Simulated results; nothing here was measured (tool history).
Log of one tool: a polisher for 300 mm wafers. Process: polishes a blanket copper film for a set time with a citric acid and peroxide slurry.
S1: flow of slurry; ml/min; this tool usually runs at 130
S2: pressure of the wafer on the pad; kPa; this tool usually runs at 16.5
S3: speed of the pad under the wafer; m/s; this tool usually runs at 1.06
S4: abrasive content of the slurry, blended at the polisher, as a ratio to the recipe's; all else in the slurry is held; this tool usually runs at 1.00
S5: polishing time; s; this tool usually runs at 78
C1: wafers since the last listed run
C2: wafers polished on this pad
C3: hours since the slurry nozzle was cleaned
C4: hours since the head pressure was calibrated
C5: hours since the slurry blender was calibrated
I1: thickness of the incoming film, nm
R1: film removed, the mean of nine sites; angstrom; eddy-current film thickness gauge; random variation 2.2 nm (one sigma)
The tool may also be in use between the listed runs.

run 1 day=0.000 | S1=130 S2=16.5 S3=1.06 S4=1.00 S5=78 | C1=0 C2=895 C3=407.6 C4=940.5 C5=266.9 | I1=506.3 | R1=1327
run 2 day=0.608 | S1=130 S2=16.5 S3=1.06 S4=1.00 S5=78 | C1=131 C2=1027 C3=422.2 C4=955.1 C5=281.5 | I1=497.7 | R1=1354
run 3 day=1.192 | S1=130 S2=16.5 S3=1.06 S4=0.75 S5=78 | C1=126 C2=1153 C3=436.2 C4=969.1 C5=295.5 | I1=496.0 | R1=1201
-- day=1.508 worn pad replaced by a new one
run 4 day=2.142 | S1=130 S2=16.5 S3=1.06 S4=0.75 S5=78 | C1=169 C2=137 C3=459.0 C4=991.9 C5=318.3 | I1=493.5 | R1=1193
-- day=2.654 head pressure recalibrated
run 5 day=2.750 | S1=130 S2=16.5 S3=1.06 S4=1.15 S5=78 | C1=113 C2=250 C3=473.6 C4=2.3 C5=332.9 | I1=504.1 | R1=1338
run 6 day=3.112 | S1=130 S2=16.5 S3=1.06 S4=1.15 S5=78 | C1=78 C2=329 C3=482.3 C4=11.0 C5=341.6 | I1=490.4 | R1=1367
run 7 day=3.462 | S1=130 S2=16.5 S3=1.06 S4=1.00 S5=78 | C1=75 C2=405 C3=490.7 C4=19.4 C5=350.0 | I1=505.7 | R1=1305
run 8 day=3.796 | S1=130 S2=16.5 S3=1.06 S4=1.00 S5=78 | C1=72 C2=477 C3=498.7 C4=27.4 C5=358.0 | I1=508.9 | R1=1285
-- day=4.017 slurry nozzle cleaned
run 9 day=4.058 | S1=130 S2=16.5 S3=1.06 S4=1.00 S5=78 | C1=47 C2=525 C3=1.0 C4=33.7 C5=364.3 | I1=503.9 | R1=1491
run 10 day=4.667 | S1=95 S2=16.5 S3=0.88 S4=1.15 S5=69 | C1=131 C2=656 C3=15.6 C4=48.3 C5=378.9 | I1=511.1 | R1=1051
run 11 day=4.992 | S1=130 S2=16.5 S3=1.06 S4=1.00 S5=92 | C1=70 C2=727 C3=23.4 C4=56.1 C5=386.7 | I1=501.7 | R1=1733
-- day=5.333 slurry blender recalibrated
run 12 day=5.462 | S1=130 S2=16.5 S3=1.28 S4=1.00 S5=59 | C1=83 C2=811 C3=34.7 C4=67.4 C5=3.1 | I1=496.5 | R1=1309
run 13 day=6.050 | S1=130 S2=17.9 S3=0.78 S4=1.00 S5=78 | C1=127 C2=938 C3=48.8 C4=81.5 C5=17.2 | I1=503.0 | R1=1191
-- day=6.358 worn pad replaced by a new one
run 14 day=6.379 | S1=130 S2=16.5 S3=1.06 S4=1.00 S5=88 | C1=35 C2=4 C3=56.7 C4=89.4 C5=25.1 | I1=493.6 | R1=1659
run 15 day=6.842 | S1=130 S2=16.5 S3=1.06 S4=1.00 S5=78 | C1=100 C2=104 C3=67.8 C4=100.5 C5=36.2 | I1=497.1 | R1=1500
run 16 day=7.462 | S1=130 S2=16.5 S3=1.06 S4=1.15 S5=78 | C1=134 C2=238 C3=82.7 C4=115.4 C5=51.1 | I1=504.7 | R1=1540
run 17 day=7.738 | S1=130 S2=16.5 S3=1.06 S4=1.00 S5=88 | C1=59 C2=298 C3=89.3 C4=122.0 C5=57.7 | I1=498.8 | R1=1698
run 18 day=8.033 | S1=130 S2=16.5 S3=0.76 S4=1.00 S5=78 | C1=64 C2=362 C3=96.4 C4=129.1 C5=64.8 | I1=503.4 | R1=1090

5 options for the next run, each taken on its own from the tool as it stands now. Forecast them:
run A day=8.054 | S1=130 S2=16.5 S3=1.06 S4=1.00 S5=66 | C1=4 C2=366 C3=96.9 C4=129.6 C5=65.3 | I1=508.1 | R1=?
run B day=8.054 | S1=115 S2=16.5 S3=1.06 S4=1.25 S5=78 | C1=4 C2=366 C3=96.9 C4=129.6 C5=65.3 | I1=508.1 | R1=?
run C day=8.054 | S1=130 S2=13.8 S3=1.06 S4=0.75 S5=78 | C1=4 C2=366 C3=96.9 C4=129.6 C5=65.3 | I1=508.1 | R1=?
run D day=8.054 | S1=100 S2=16.5 S3=1.06 S4=1.00 S5=96 | C1=4 C2=366 C3=96.9 C4=129.6 C5=65.3 | I1=508.1 | R1=?
run E day=8.054 | S1=165 S2=17.9 S3=1.06 S4=1.00 S5=78 | C1=4 C2=366 C3=96.9 C4=129.6 C5=65.3 | I1=508.1 | R1=?

run=A R1=1237
run=B R1=1514
run=C R1=1152
run=D R1=1672
run=E R1=1641
What these runs would have given with no unlogged condition in the tool:
run=A R1=1268
run=B R1=1557
run=C R1=1181
run=D R1=1726
run=E R1=1673

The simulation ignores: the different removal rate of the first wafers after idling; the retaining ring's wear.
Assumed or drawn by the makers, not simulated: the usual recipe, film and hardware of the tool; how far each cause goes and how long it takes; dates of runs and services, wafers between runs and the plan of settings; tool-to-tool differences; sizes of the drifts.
